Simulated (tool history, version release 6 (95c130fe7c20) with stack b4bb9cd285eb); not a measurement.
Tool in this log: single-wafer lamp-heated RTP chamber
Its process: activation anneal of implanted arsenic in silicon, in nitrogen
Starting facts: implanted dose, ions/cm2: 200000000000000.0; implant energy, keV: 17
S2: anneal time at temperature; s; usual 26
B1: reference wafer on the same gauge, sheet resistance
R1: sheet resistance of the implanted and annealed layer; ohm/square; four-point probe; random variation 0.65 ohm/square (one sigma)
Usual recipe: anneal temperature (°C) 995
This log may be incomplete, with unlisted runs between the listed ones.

Run 1, day 0: usual settings but anneal temperature (°C) 987; B1 434.17. Result: R1 438.64 ohm/square.
Run 2, day 0.596: usual settings but anneal temperature (°C) 987; B1 434.08. Result: R1 438.03 ohm/square.
Run 3, day 1.217: usual settings but anneal temperature (°C) 987; B1 434.06. Result: R1 437.49 ohm/square.
Run 4, day 2.088: usual settings but anneal temperature (°C) 974; B1 433.94. Result: R1 439.29 ohm/square.
Run 5, day 3.104: usual settings; B1 434.31. Result: R1 436.48 ohm/square.
Run 6, day 4.204: usual settings; B1 434.46. Result: R1 435.52 ohm/square.
Run 7, day 5.338: usual settings; B1 434.45. Result: R1 436.67 ohm/square.
Run 8, day 6.533: usual settings but anneal temperature (°C) 1008; B1 434.61. Result: R1 434.47 ohm/square.
Run 9, day 9.992: usual settings but anneal temperature (°C) 1008; B1 434.99. Result: R1 435.46 ohm/square.
Run 10, day 11.483: usual settings but anneal temperature (°C) 1008; B1 434.93. Result: R1 434.88 ohm/square.
Run 11, day 12.767: usual settings but S2 38 s; B1 435.16. Result: R1 436.14 ohm/square.
Run 12, day 13.604: usual settings but S2 21 s; B1 435.13. Result: R1 437.65 ohm/square.
Run 13, day 14.875: usual settings but S2 21 s; B1 435.19. Result: R1 439.79 ohm/square.
Run 14, day 16.083: usual settings but S2 21 s; B1 435.33. Result: R1 437.65 ohm/square.
Run 15, day 17.012: usual settings but anneal temperature (°C) 1002, S2 16 s; B1 435.33. Result: R1 439.83 ohm/square.
Run 16, day 18.129: usual settings but S2 36 s; B1 435.75. Result: R1 434.84 ohm/square.
Run 17, day 19.429: usual settings but anneal temperature (°C) 1009; B1 435.42. Result: R1 435.46 ohm/square.
Run 18, day 20.254: usual settings but anneal temperature (°C) 975, S2 40 s; B1 435.88. Result: R1 436.75 ohm/square.
Run 19, day 21.404: usual settings but anneal temperature (°C) 1012, S2 22 s; B1 430.88. Result: R1 433.25 ohm/square.
Run 20, day 21.95: usual settings but anneal temperature (°C) 982, S2 37 s; B1 431.06. Result: R1 431.75 ohm/square.
Run 21, day 23.167: usual settings but anneal temperature (°C) 1020, S2 39 s; B1 431.36. Result: R1 426.37 ohm/square.
Run 22, day 24.621: usual settings but anneal temperature (°C) 1004, S2 17 s; B1 431.3. Result: R1 435.18 ohm/square.
Run 23, day 25.629: usual settings but anneal temperature (°C) 985, S2 18 s; B1 431.33. Result: R1 436.35 ohm/square.
Run 24, day 26.967: usual settings; B1 431.54. Result: R1 433.53 ohm/square.
Run 25, day 28.375: usual settings but anneal temperature (°C) 1024; B1 431.7. Result: R1 428.99 ohm/square.
Run 26, day 29.333: usual settings but anneal temperature (°C) 1019, S2 15 s; B1 431.53. Result: R1 432.87 ohm/square.
Run 27, day 30.029: usual settings; B1 431.68. Result: R1 434.18 ohm/square.
Run 28, day 31.096: usual settings; B1 431.66. Result: R1 434.22 ohm/square.
Run 29, day 31.808: usual settings but anneal temperature (°C) 981, S2 12 s; B1 431.71. Result: R1 439.11 ohm/square.
Run 30, day 32.567: usual settings but anneal temperature (°C) 983; B1 431.94. Result: R1 435.76 ohm/square.
Run 31, day 33.288: usual settings; B1 431.97. Result: R1 434.32 ohm/square.
Run 32, day 34.154: usual settings but S2 11 s; B1 432.19. Result: R1 437.93 ohm/square.
Run 33, day 34.842: usual settings but anneal temperature (°C) 1008; B1 432.15. Result: R1 432.05 ohm/square.
Run 34, day 35.388: usual settings but S2 18 s; B1 432. Result: R1 436.89 ohm/square.
Run 35, day 36.238: usual settings; B1 432.19. Result: R1 434.85 ohm/square.
Run 36, day 36.758: usual settings; B1 432.23. Result: R1 433.59 ohm/square.
Run 37, day 37.317: usual settings; B1 432.29. Result: R1 434.79 ohm/square.
Run 38, day 38.388: usual settings but anneal temperature (°C) 987, S2 12 s; B1 432.31. Result: R1 439.48 ohm/square.

Removed from this log: 4 entries logged between the listed runs. Between which two listed runs does each belong, and how does the tool's hidden state at the listed run before it compare with that at the listed run after it?
Logged between run 11 and run 12: pyrometer window cleaned and pyrometer calibrated (day 13.475)
  gauge reads high (%): 0.94 -> 0.956
  measured value less the no-hidden-state value, R1: +4.06 -> +4.14 ohm/square
Logged between run 18 and run 19: gauge calibrated (day 20.408)
  gauge reads high (%): 1.08 -> -0.00307
  measured value less the no-hidden-state value, R1: +4.68 -> -0.02 ohm/square
Logged between run 23 and run 24: reflector plate cleaned (day 26.471)
  gauge reads high (%): 0.0771 -> 0.102
  measured value less the no-hidden-state value, R1: +0.33 -> +0.45 ohm/square
Logged between run 25 and run 26: pyrometer window cleaned and pyrometer calibrated (day 28.896)
  gauge reads high (%): 0.129 -> 0.147
  measured value less the no-hidden-state value, R1: +0.55 -> +0.64 ohm/square
